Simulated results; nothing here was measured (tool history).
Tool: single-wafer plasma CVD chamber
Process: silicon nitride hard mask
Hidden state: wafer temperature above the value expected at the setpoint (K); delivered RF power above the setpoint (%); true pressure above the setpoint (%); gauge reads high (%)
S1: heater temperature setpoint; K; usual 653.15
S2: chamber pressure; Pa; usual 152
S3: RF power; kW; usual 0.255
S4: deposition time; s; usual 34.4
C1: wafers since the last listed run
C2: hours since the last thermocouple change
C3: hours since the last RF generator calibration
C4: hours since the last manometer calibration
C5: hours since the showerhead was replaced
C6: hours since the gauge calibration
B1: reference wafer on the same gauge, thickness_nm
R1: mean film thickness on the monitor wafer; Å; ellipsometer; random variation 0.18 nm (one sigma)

{"run": 1, "hour": 0.0, "S1": 653.15, "S2": 179, "S3": 0.255, "S4": 34.4, "C1": 0, "C2": 2414.4, "C3": 1911.6, "C4": 2234, "C5": 2419.2, "C6": 144.3, "B1": 32.614, "R1": 353.23}
{"run": 2, "hour": 13.9, "S1": 653.15, "S2": 179, "S3": 0.255, "S4": 34.4, "C1": 447, "C2": 2428.3, "C3": 1925.5, "C4": 2247.9, "C5": 2433.1, "C6": 158.2, "B1": 32.635, "R1": 349.99}
{"run": 3, "hour": 21.5, "S1": 653.15, "S2": 152, "S3": 0.255, "S4": 34.4, "C1": 244, "C2": 2435.9, "C3": 1933.1, "C4": 2255.5, "C5": 2440.7, "C6": 165.8, "B1": 32.739, "R1": 341.56}
{"run": 4, "hour": 33.5, "S1": 653.15, "S2": 152, "S3": 0.255, "S4": 34.4, "C1": 386, "C2": 2447.9, "C3": 1945.1, "C4": 2267.5, "C5": 2452.7, "C6": 177.8, "B1": 32.646, "R1": 339.11}
{"run": 5, "hour": 43.9, "S1": 653.15, "S2": 152, "S3": 0.255, "S4": 34.4, "C1": 335, "C2": 2458.3, "C3": 1955.5, "C4": 2277.9, "C5": 2463.1, "C6": 188.2, "B1": 32.629, "R1": 339.71}
{"run": 6, "hour": 59.5, "S1": 653.15, "S2": 152, "S3": 0.255, "S4": 34.4, "C1": 502, "C2": 2473.9, "C3": 1971.1, "C4": 2293.5, "C5": 2478.7, "C6": 203.8, "B1": 32.685, "R1": 342.05}
{"run": 7, "hour": 66.8, "S1": 653.15, "S2": 152, "S3": 0.255, "S4": 34.4, "C1": 235, "C2": 2481.2, "C3": 1978.4, "C4": 2300.8, "C5": 2486, "C6": 211.1, "B1": 32.683, "R1": 339.22}
{"hour": 77.6, "done": "showerhead replaced"}
{"hour": 82.2, "done": "thermocouple changed; heater temperature recalibrated"}
{"run": 8, "hour": 82.7, "S1": 653.15, "S2": 152, "S3": 0.255, "S4": 34.4, "C1": 108, "C2": 0.5, "C3": 1994.3, "C4": 2316.7, "C5": 5.1, "C6": 227, "B1": 32.745, "R1": 338.6}
{"run": 9, "hour": 85.2, "S1": 653.15, "S2": 152, "S3": 0.255, "S4": 34.4, "C1": 80, "C2": 3, "C3": 1996.8, "C4": 2319.2, "C5": 7.6, "C6": 229.5, "B1": 32.705, "R1": 340.95}
{"run": 10, "hour": 103.2, "S1": 653.15, "S2": 152, "S3": 0.255, "S4": 34.4, "C1": 580, "C2": 21, "C3": 2014.8, "C4": 2337.2, "C5": 25.6, "C6": 247.5, "B1": 32.711, "R1": 342.16}
{"run": 11, "hour": 115.2, "S1": 653.15, "S2": 152, "S3": 0.255, "S4": 34.4, "C1": 386, "C2": 33, "C3": 2026.8, "C4": 2349.2, "C5": 37.6, "C6": 259.5, "B1": 32.705, "R1": 340.29}
{"run": 12, "hour": 123.1, "S1": 653.15, "S2": 152, "S3": 0.255, "S4": 34.4, "C1": 254, "C2": 40.9, "C3": 2034.7, "C4": 2357.1, "C5": 45.5, "C6": 267.4, "B1": 32.707, "R1": 338.65}
{"hour": 124.3, "done": "gauge calibrated"}
{"run": 13, "hour": 132.4, "S1": 641.15, "S2": 129, "S3": 0.295, "S4": 40.5, "C1": 299, "C2": 50.2, "C3": 2044, "C4": 2366.4, "C5": 54.8, "C6": 8.1, "B1": 32.757, "R1": 429.18}
{"run": 14, "hour": 140.7, "S1": 653.15, "S2": 152, "S3": 0.255, "S4": 34.4, "C1": 267, "C2": 58.5, "C3": 2052.3, "C4": 2374.7, "C5": 63.1, "C6": 16.4, "B1": 32.57, "R1": 340.66}
{"run": 15, "hour": 151.6, "S1": 639.15, "S2": 189, "S3": 0.295, "S4": 39.6, "C1": 351, "C2": 69.4, "C3": 2063.2, "C4": 2385.6, "C5": 74, "C6": 27.3, "B1": 32.681, "R1": 456.83}
{"run": 16, "hour": 168.1, "S1": 653.15, "S2": 135, "S3": 0.255, "S4": 34.4, "C1": 531, "C2": 85.9, "C3": 2079.7, "C4": 2402.1, "C5": 90.5, "C6": 43.8, "B1": 32.706, "R1": 329.26}
{"run": 17, "hour": 174.5, "S1": 663.15, "S2": 172, "S3": 0.255, "S4": 36.3, "C1": 206, "C2": 92.3, "C3": 2086.1, "C4": 2408.5, "C5": 96.9, "C6": 50.2, "B1": 32.703, "R1": 370.74}
{"hour": 186.5, "done": "capacitance manometer re-zeroed and calibrated"}
{"run": 18, "hour": 188.7, "S1": 639.15, "S2": 189, "S3": 0.295, "S4": 39.6, "C1": 199, "C2": 106.5, "C3": 2100.3, "C4": 2.2, "C5": 111.1, "C6": 64.4, "B1": 32.718, "R1": 458.76}
{"hour": 212.3, "done": "RF generator calibrated"}
{"run": 19, "hour": 228.2, "S1": 664.15, "S2": 188, "S3": 0.29, "S4": 30.2, "C1": 1015, "C2": 146, "C3": 15.9, "C4": 41.7, "C5": 150.6, "C6": 103.9, "B1": 32.773, "R1": 344.3}
{"run": 20, "hour": 235.0, "S1": 662.15, "S2": 180, "S3": 0.255, "S4": 31.9, "C1": 219, "C2": 152.8, "C3": 22.7, "C4": 48.5, "C5": 157.4, "C6": 110.7, "B1": 32.709, "R1": 326.7}
{"run": 21, "hour": 250.6, "S1": 665.15, "S2": 117, "S3": 0.22, "S4": 30.6, "C1": 502, "C2": 168.4, "C3": 38.3, "C4": 64.1, "C5": 173, "C6": 126.3, "B1": 32.666, "R1": 255.64}
{"run": 22, "hour": 258.4, "S1": 653.15, "S2": 152, "S3": 0.255, "S4": 34.4, "C1": 251, "C2": 176.2, "C3": 46.1, "C4": 71.9, "C5": 180.8, "C6": 134.1, "B1": 32.684, "R1": 340.11}
{"run": 23, "hour": 269.9, "S1": 653.15, "S2": 117, "S3": 0.255, "S4": 37.6, "C1": 370, "C2": 187.7, "C3": 57.6, "C4": 83.4, "C5": 192.3, "C6": 145.6, "B1": 32.747, "R1": 349.35}
{"run": 24, "hour": 287.1, "S1": 653.15, "S2": 152, "S3": 0.23, "S4": 34.4, "C1": 554, "C2": 204.9, "C3": 74.8, "C4": 100.6, "C5": 209.5, "C6": 162.8, "B1": 32.784, "R1": 312.95}
{"run": 25, "hour": 304.3, "S1": 653.15, "S2": 152, "S3": 0.255, "S4": 41.1, "C1": 554, "C2": 222.1, "C3": 92, "C4": 117.8, "C5": 226.7, "C6": 180, "B1": 32.655, "R1": 404.49}
{"run": 26, "hour": 315.8, "S1": 653.15, "S2": 152, "S3": 0.255, "S4": 39.6, "C1": 370, "C2": 233.6, "C3": 103.5, "C4": 129.3, "C5": 238.2, "C6": 191.5, "B1": 32.697, "R1": 388.04}
{"run": 27, "hour": 325.5, "S1": 667.15, "S2": 121, "S3": 0.235, "S4": 36.4, "C1": 312, "C2": 243.3, "C3": 113.2, "C4": 139, "C5": 247.9, "C6": 201.2, "B1": 32.709, "R1": 319.12}
{"run": 28, "hour": 341.1, "S1": 653.15, "S2": 179, "S3": 0.255, "S4": 37.9, "C1": 502, "C2": 258.9, "C3": 128.8, "C4": 154.6, "C5": 263.5, "C6": 216.8, "B1": 32.72, "R1": 391.11}
{"run": 29, "hour": 354.0, "S1": 649.15, "S2": 152, "S3": 0.255, "S4": 38.6, "C1": 415, "C2": 271.8, "C3": 141.7, "C4": 167.5, "C5": 276.4, "C6": 229.7, "B1": 32.771, "R1": 380.36}

What the log doesn't show, run by run:
wafer temperature above the value expected at the setpoint (K): 0 in every run
delivered RF power above the setpoint (%): 0 in every run
true pressure above the setpoint (%): 0 in every run
gauge reads high (%): 0 in every run
